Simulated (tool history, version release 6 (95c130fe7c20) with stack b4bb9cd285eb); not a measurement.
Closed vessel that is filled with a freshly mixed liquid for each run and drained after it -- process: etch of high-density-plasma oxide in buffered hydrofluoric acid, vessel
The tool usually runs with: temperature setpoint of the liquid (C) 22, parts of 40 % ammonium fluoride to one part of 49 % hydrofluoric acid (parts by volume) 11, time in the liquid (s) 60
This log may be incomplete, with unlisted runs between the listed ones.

| run | hour | temperature setpoint of the liquid (C) | parts of 40 % ammonium fluoride to one part of 49 % hydrofluoric acid (parts by volume) | time in the liquid (s) | wafers since the last listed run | hours since the thermometer was replaced | hours since the hydrofluoric acid flow meter was replaced | hours since the gauge calibration | read-back film thickness of the high-density-plasma oxide reference wafer, read on the same gauge (nm) | thickness taken off the high-density-plasma oxide on a monitor wafer (nm) |
|---|---|---|---|---|---|---|---|---|---|---|
| 1 | 0 | 22 | 11 | 60 | 0 | 2196.7 | 1204.2 | 952.1 | 70 | 89.47 |
| 2 | 45.8 | 18.5 | 11 | 40 | 5756 | 2242.5 | 1250 | 997.9 | 70 | 49.27 |
| 3 | 133.9 | 18.5 | 11 | 40 | 11072 | 2330.6 | 1338.1 | 1086 | 69.98 | 49.3 |
| 4 | 173.7 | 18.5 | 11 | 40 | 5002 | 2370.4 | 1377.9 | 1125.8 | 70 | 49.15 |
| 5 | 270.9 | 19.5 | 11 | 60 | 12216 | 2467.6 | 1475.1 | 1223 | 69.98 | 78.97 |
| 6 | 341.2 | 22 | 11 | 60 | 8835 | 2537.9 | 1545.4 | 1293.3 | 70.02 | 89.8 |
|  | 395.3 | hydrofluoric acid flow meter replaced |
| 7 | 415.3 | 22 | 11 | 60 | 9187 | 2612 | 20 | 1367.4 | 70 | 91.21 |
| 8 | 496.4 | 22 | 11 | 60 | 10192 | 2693.1 | 101.1 | 1448.5 | 69.99 | 91.25 |
| 9 | 568.1 | 22 | 11 | 60 | 9011 | 2764.8 | 172.8 | 1520.2 | 70.01 | 91.63 |
| 10 | 664.7 | 22 | 11 | 60 | 12140 | 2861.4 | 269.4 | 1616.8 | 70.03 | 92.07 |
| 11 | 719.7 | 22 | 11 | 60 | 6912 | 2916.4 | 324.4 | 1671.8 | 69.99 | 93.2 |
| 12 | 820.2 | 22 | 11 | 60 | 12630 | 3016.9 | 424.9 | 1772.3 | 70.03 | 92.86 |
|  | 841.6 | thermometer replaced |
| 13 | 864.1 | 22 | 11 | 60 | 5391 | 22.5 | 468.8 | 1816.2 | 70 | 97.46 |
| 14 | 952.7 | 22 | 11 | 85 | 11135 | 111.1 | 557.4 | 1904.8 | 69.98 | 136.27 |
| 15 | 1049.1 | 22 | 11 | 45 | 12115 | 207.5 | 653.8 | 2001.2 | 69.99 | 72.15 |
| 16 | 1145.8 | 22 | 11 | 30 | 12153 | 304.2 | 750.5 | 2097.9 | 69.98 | 48.5 |
| 17 | 1246.6 | 22 | 11 | 60 | 12668 | 405 | 851.3 | 2198.7 | 70 | 97.32 |
| 18 | 1322 | 22 | 14.5 | 60 | 9476 | 480.4 | 926.7 | 2274.1 | 70.01 | 74.74 |
| 19 | 1378.2 | 24.5 | 8 | 60 | 7063 | 536.6 | 982.9 | 2330.3 | 70 | 149.46 |
|  | 1426 | thermometer replaced, repeated, since the last time left the tool worse |
| 20 | 1471.2 | 22 | 11 | 60 | 11562 | 45.2 | 1075.9 | 2423.3 | 69.99 | 84.46 |
| 21 | 1508.4 | 18.5 | 9.5 | 80 | 4675 | 82.4 | 1113.1 | 2460.5 | 69.96 | 103.77 |
| 22 | 1546.6 | 25 | 11 | 30 | 4800 | 120.6 | 1151.3 | 2498.7 | 69.99 | 49.35 |
| 23 | 1620.6 | 22 | 11 | 60 | 9300 | 194.6 | 1225.3 | 2572.7 | 69.98 | 83.77 |
| 24 | 1717.8 | 18.5 | 11 | 45 | 12216 | 291.8 | 1322.5 | 2669.9 | 70.02 | 52.23 |
|  | 1832.1 | hydrofluoric acid flow meter replaced |
|  | 1841.8 | gauge calibrated |
| 25 | 1887.2 | 25 | 8.5 | 85 | 21164 | 461.2 | 55.1 | 45.4 | 70.02 | 178.12 |
| 26 | 1969 | 22 | 11 | 60 | 10280 | 543 | 136.9 | 127.2 | 70.04 | 85.15 |
| 27 | 2021.3 | 22 | 11 | 60 | 6573 | 595.3 | 189.2 | 179.5 | 70 | 85.44 |
| 28 | 2122.3 | 22 | 11 | 60 | 12693 | 696.3 | 290.2 | 280.5 | 70 | 85.36 |
| 29 | 2210 | 27 | 13 | 60 | 11022 | 784 | 377.9 | 368.2 | 70.01 | 94.72 |
| 30 | 2293 | 22 | 11 | 60 | 10431 | 867 | 460.9 | 451.2 | 70 | 85.71 |
| 31 | 2335 | 18 | 9 | 35 | 5278 | 909 | 502.9 | 493.2 | 69.97 | 46.96 |
| 32 | 2399 | 26 | 15.5 | 85 | 8043 | 973 | 566.9 | 557.2 | 70.02 | 108.86 |

Each row is a separate what-if for the run after 32, all from the same tool condition, not one after another. Results?
| A | 2399.7 | 22 | 11 | 60 | 87 | 973.7 | 567.6 | 557.9 | ? | ? |
| B | 2399.7 | 18 | 14.5 | 75 | 87 | 973.7 | 567.6 | 557.9 | ? | ? |
| C | 2399.7 | 20.5 | 15 | 30 | 87 | 973.7 | 567.6 | 557.9 | ? | ? |

| run | read-back film thickness of the high-density-plasma oxide reference wafer, read on the same gauge (nm) | thickness taken off the high-density-plasma oxide on a monitor wafer (nm) |
|---|---|---|
| A | 69.99 | 85.3 |
| B | 69.99 | 65.07 |
| C | 69.99 | 28.97 |
Stripped of hidden state, with their random variation kept, the same runs would have yielded:
| run | thickness taken off the high-density-plasma oxide on a monitor wafer (nm) |
|---|---|
| A | 82.8 |
| B | 63.11 |
| C | 28.11 |
